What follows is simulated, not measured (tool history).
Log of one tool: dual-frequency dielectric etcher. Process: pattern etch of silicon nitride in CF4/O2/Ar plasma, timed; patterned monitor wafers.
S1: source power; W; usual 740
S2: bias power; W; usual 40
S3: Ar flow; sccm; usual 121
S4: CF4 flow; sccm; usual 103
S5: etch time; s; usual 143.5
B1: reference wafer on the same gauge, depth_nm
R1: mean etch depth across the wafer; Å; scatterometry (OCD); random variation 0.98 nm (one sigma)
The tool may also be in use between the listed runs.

{"run": 1, "hour": 0.0, "S1": 740, "S2": 48, "S3": 121, "S4": 103, "S5": 143.5, "B1": 364, "R1": 4020}
{"hour": 22.3, "done": "wet clean of the chamber"}
{"run": 2, "hour": 67.0, "S1": 740, "S2": 48, "S3": 121, "S4": 103, "S5": 143.5, "B1": 363.9, "R1": 3921}
{"run": 3, "hour": 156.3, "S1": 740, "S2": 48, "S3": 121, "S4": 103, "S5": 143.5, "B1": 364.2, "R1": 3943}
{"run": 4, "hour": 225.1, "S1": 870, "S2": 40, "S3": 121, "S4": 103, "S5": 143.5, "B1": 364.1, "R1": 4237}
{"run": 5, "hour": 264.7, "S1": 870, "S2": 40, "S3": 121, "S4": 103, "S5": 143.5, "B1": 364.2, "R1": 4254}
{"run": 6, "hour": 336.6, "S1": 740, "S2": 40, "S3": 121, "S4": 103, "S5": 143.5, "B1": 364.1, "R1": 3758}
{"hour": 354.6, "done": "gauge calibrated"}
{"run": 7, "hour": 428.8, "S1": 780, "S2": 40, "S3": 121, "S4": 103, "S5": 164, "B1": 363.8, "R1": 4523}
{"hour": 444.3, "done": "source power generator calibrated"}
{"hour": 455.5, "done": "wet clean of the chamber"}
{"run": 8, "hour": 475.5, "S1": 780, "S2": 40, "S3": 121, "S4": 103, "S5": 164, "B1": 364, "R1": 4351}
{"run": 9, "hour": 522.7, "S1": 580, "S2": 40, "S3": 121, "S4": 103, "S5": 143.5, "B1": 363.9, "R1": 3011}
{"hour": 608.2, "done": "Ar flow controller replaced"}
{"run": 10, "hour": 608.7, "S1": 660, "S2": 48, "S3": 121, "S4": 103, "S5": 170.5, "B1": 364.2, "R1": 4255}
{"hour": 698.5, "done": "CF4 flow controller replaced"}
{"hour": 722.2, "done": "upper electrode replaced"}
{"run": 11, "hour": 722.7, "S1": 740, "S2": 48, "S3": 121, "S4": 103, "S5": 143.5, "B1": 364, "R1": 3940}
{"run": 12, "hour": 767.9, "S1": 740, "S2": 43, "S3": 96, "S4": 124, "S5": 131.5, "B1": 363.7, "R1": 3648}
{"run": 13, "hour": 850.2, "S1": 740, "S2": 40, "S3": 121, "S4": 103, "S5": 143.5, "B1": 363.9, "R1": 3729}
{"hour": 891.5, "done": "wet clean of the chamber"}
{"hour": 899.4, "done": "bias power generator calibrated"}
{"run": 14, "hour": 899.9, "S1": 740, "S2": 37, "S3": 142, "S4": 103, "S5": 143.5, "B1": 364, "R1": 3489}
{"run": 15, "hour": 993.3, "S1": 560, "S2": 40, "S3": 121, "S4": 103, "S5": 143.5, "B1": 364, "R1": 2979}
{"run": 16, "hour": 1092.0, "S1": 680, "S2": 46, "S3": 121, "S4": 79, "S5": 181.5, "B1": 364.2, "R1": 4497}
{"run": 17, "hour": 1157.6, "S1": 680, "S2": 32, "S3": 121, "S4": 103, "S5": 143.5, "B1": 363.8, "R1": 3238}

3 ways to go on from here, each from the tool as it stands after run 17. What would each give?
{"run": "A", "hour": 1158.1, "S1": 740, "S2": 37, "S3": 121, "S4": 103, "S5": 143.5, "B1": "?", "R1": "?"}
{"run": "B", "hour": 1158.1, "S1": 740, "S2": 33, "S3": 105, "S4": 103, "S5": 143.5, "B1": "?", "R1": "?"}
{"run": "C", "hour": 1158.1, "S1": 570, "S2": 30, "S3": 121, "S4": 77, "S5": 128, "B1": "?", "R1": "?"}

run=A B1=363.9 R1=3636
run=B B1=363.9 R1=3567
run=C B1=363.9 R1=2387
Without the tool's hidden state the same runs would have given:
run=A R1=3568
run=B R1=3501
run=C R1=2343

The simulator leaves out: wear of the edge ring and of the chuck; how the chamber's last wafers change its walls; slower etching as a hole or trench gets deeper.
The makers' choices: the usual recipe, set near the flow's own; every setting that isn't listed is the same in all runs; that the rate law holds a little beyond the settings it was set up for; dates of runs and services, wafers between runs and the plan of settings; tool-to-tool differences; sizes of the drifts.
